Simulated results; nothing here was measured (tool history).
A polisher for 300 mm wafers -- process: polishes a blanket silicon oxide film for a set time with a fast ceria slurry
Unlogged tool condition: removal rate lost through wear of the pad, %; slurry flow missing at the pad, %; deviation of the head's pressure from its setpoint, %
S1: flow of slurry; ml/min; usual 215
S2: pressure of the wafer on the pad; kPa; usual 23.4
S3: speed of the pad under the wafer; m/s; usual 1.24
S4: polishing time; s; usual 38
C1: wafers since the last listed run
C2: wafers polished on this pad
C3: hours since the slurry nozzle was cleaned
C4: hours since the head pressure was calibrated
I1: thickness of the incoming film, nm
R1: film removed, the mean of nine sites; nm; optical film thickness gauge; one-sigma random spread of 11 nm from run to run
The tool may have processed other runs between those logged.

run   hour   S1    S2    S3  S4   C1    C2     C3     C4      I1      R1
  1      0  215  23.4  1.24  38    0   782  494.7  590.9  2487.3  1031.3
  2   11.7  215  23.4  1.24  38  185   968  506.4  602.6  2512.1  1026.7
      19.4  -- worn pad replaced by a new one
  3   29.1  215  23.4  1.24  38  212   153  523.8    620  2516.2  1045.9
  4   36.2  215  23.4  1.24  38  112   265  530.9  627.1  2528.3  1015.2
  5   49.9  215  23.4  1.42  29  216   482  544.6  640.8    2530   880.7
  6     63  215  23.4  1.46  38  207   690  557.7  653.9  2497.3  1166.8
  7   82.4  215  23.4  1.46  38  307   997  577.1  673.3  2521.8  1169.8
      90.6  -- slurry nozzle cleaned
        96  -- worn pad replaced by a new one
  8   96.5  215  23.4  1.46  38  144     7    5.9  687.4  2544.3    1076
  9  114.5  215  23.4  1.24  38  284   292   23.9  705.4  2492.2   927.1
 10  132.2  235  17.2  1.56  49  280   572   41.6  723.1  2503.6  1091.8
     136.9  -- slurry nozzle cleaned, repeated, since the last time left the tool worse
 11  149.9  215  23.4  1.24  38  264   836     13  740.8  2503.1  1082.7
 12    161  215  23.4  1.24  49  175  1012   24.1  751.9  2462.8  1360.7
     173.9  -- worn pad replaced by a new one
 13  174.4  215  20.7  1.06  43  148     8   37.5  765.3  2547.7   946.8
     189.6  -- head pressure recalibrated
 14  215.9  150  23.4  1.24  38  625   633     79   26.3    2456  1001.6
 15  232.9  260  23.4  1.66  49  269   902     96   43.3  2488.5  1787.3
 16  242.9  235  17.2  1.56  49  158  1061    106   53.3  2488.2  1219.1

Below are 5 alternative next runs, each starting from the tool's condition after run 16. Predict each:
  A  243.3  215  23.4  1.24  38   6  1067  106.4  53.7  2535.2   ?
  B  243.3  215  23.4  1.24  31   6  1067  106.4  53.7  2535.2   ?
  C  243.3  285  23.4  1.24  38   6  1067  106.4  53.7  2535.2   ?
  D  243.3  145  16.5  0.96  29   6  1067  106.4  53.7  2535.2   ?
  E  243.3  250  23.4  1.24  38   6  1067  106.4  53.7  2535.2   ?

run      R1
  A  1073.2
  B   875.5
  C  1114.9
  D   438.6
  E  1096.9
Without the tool's unlogged condition, the same runs would have read:
run      R1
  A  1094.8
  B   893.2
  C  1131.6
  D     452
  E  1115.8

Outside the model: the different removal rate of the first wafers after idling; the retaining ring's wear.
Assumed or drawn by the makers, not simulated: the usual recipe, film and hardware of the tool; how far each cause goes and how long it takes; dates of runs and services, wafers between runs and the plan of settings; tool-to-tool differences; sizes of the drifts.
